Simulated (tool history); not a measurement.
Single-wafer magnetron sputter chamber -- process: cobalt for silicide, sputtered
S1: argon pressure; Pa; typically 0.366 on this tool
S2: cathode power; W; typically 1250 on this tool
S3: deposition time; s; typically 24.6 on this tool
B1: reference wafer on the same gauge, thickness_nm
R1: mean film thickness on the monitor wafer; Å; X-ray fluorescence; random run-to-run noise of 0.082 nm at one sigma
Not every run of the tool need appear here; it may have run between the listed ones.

run   hour     S1    S2    S3      B1      R1
  1      0  0.366  1250  24.6   15.92  154.49
  2   20.2  0.366  1250  24.6  15.865  153.62
  3     53  0.366  1250  24.6   15.92  152.52
  4   88.7  0.366  1250  24.6  15.879  151.78
  5  121.8  0.366  1250  24.6  15.919  151.82
  6  174.1  0.366  1250  24.6  15.907  150.03
  7  203.9  0.366  1350  24.6  15.904  160.45
     214.5  -- sputter target and shields replaced
  8    216  0.366  1350  24.6  15.951  165.24
  9  239.9  0.366  1250  24.6  15.904  154.39
 10  264.2  0.366  1250  24.6  15.919  153.44
 11  285.7  0.366  1250  24.6  15.935  153.49
 12  298.8  0.366  1250  24.6  15.939  153.37
     320.1  -- capacitance manometer re-zeroed and calibrated
 13    324  0.366  1250  21.2  15.913  130.05
 14  336.5  0.476  1150  26.7  15.907  146.88
     349.9  -- gauge calibrated
 15  366.5  0.434  1400  19.8  15.876  130.82
 16  387.2  0.427  1250  22.1  15.895  131.48
 17  417.6  0.366  1050  24.6  15.893  130.83
     438.2  -- sputter target and shields replaced
 18  438.7  0.507  1350  24.6  15.879  155.87
     454.4  -- magnet pack replaced
 19  466.3  0.249  1250  24.6  15.923  162.49
 20  504.1  0.313  1250  24.6   15.88  156.39
 21  522.8  0.254  1400  19.9  15.953  141.91
 22  535.7  0.366  1250  21.2  15.912   131.6
 23  548.5  0.366  1050  24.6  15.868  131.87
 24  578.8  0.366  1250  24.6  15.915  150.15
 25  594.1  0.366  1250  24.6  15.907  150.88
 26    625  0.366  1250  24.6  15.927  150.37
     661.4  -- sputter target and shields replaced
 27  661.9  0.494  1450    28  15.914  190.77
 28  673.1  0.279  1250  21.1  15.879  138.26
 29  701.9  0.501  1050  27.2  15.887  140.82
 30    736  0.433  1000  21.9  15.901  111.29
 31    757  0.366  1250  24.6  15.895  152.74
 32  776.6  0.366  1250  29.5  15.922   180.4
 33  806.1  0.303  1400  21.2  15.881  147.65
 34  818.5  0.366  1250  24.6  15.894  153.09

For some of the steps in R1 from one run to the next: how much would appear even if the tool had no hidden state, given the settings, what came in and random variation, and how much remains for the hidden state plus any gauge scatter that the measured result and the result without hidden state don't share?
Unlogged tool condition in this case: deposition rate above that of a new target (%); true argon pressure above the setpoint (%); gauge reads high (%).
Run 7 -> 8: sputter target and shields replaced. R1 +4.79 Å: hidden state +5.33, all else -0.54.
Run 17 -> 18: S1 0.366 -> 0.507, S2 1050 -> 1350, sputter target and shields replaced. R1 +25.04 Å: hidden state +4.62, all else +20.42.
Run 26 -> 27: S1 0.366 -> 0.494, S2 1250 -> 1450, S3 24.6 -> 28, sputter target and shields replaced. R1 +40.4 Å: hidden state +4.74, all else +35.66.
Run 27 -> 28: S1 0.494 -> 0.279, S2 1450 -> 1250, S3 28 -> 21.1. R1 -52.51 Å: hidden state -0.53, all else -51.98.
Run 30 -> 31: S1 0.433 -> 0.366, S2 1000 -> 1250, S3 21.9 -> 24.6. R1 +41.45 Å: hidden state -1.48, all else +42.93.
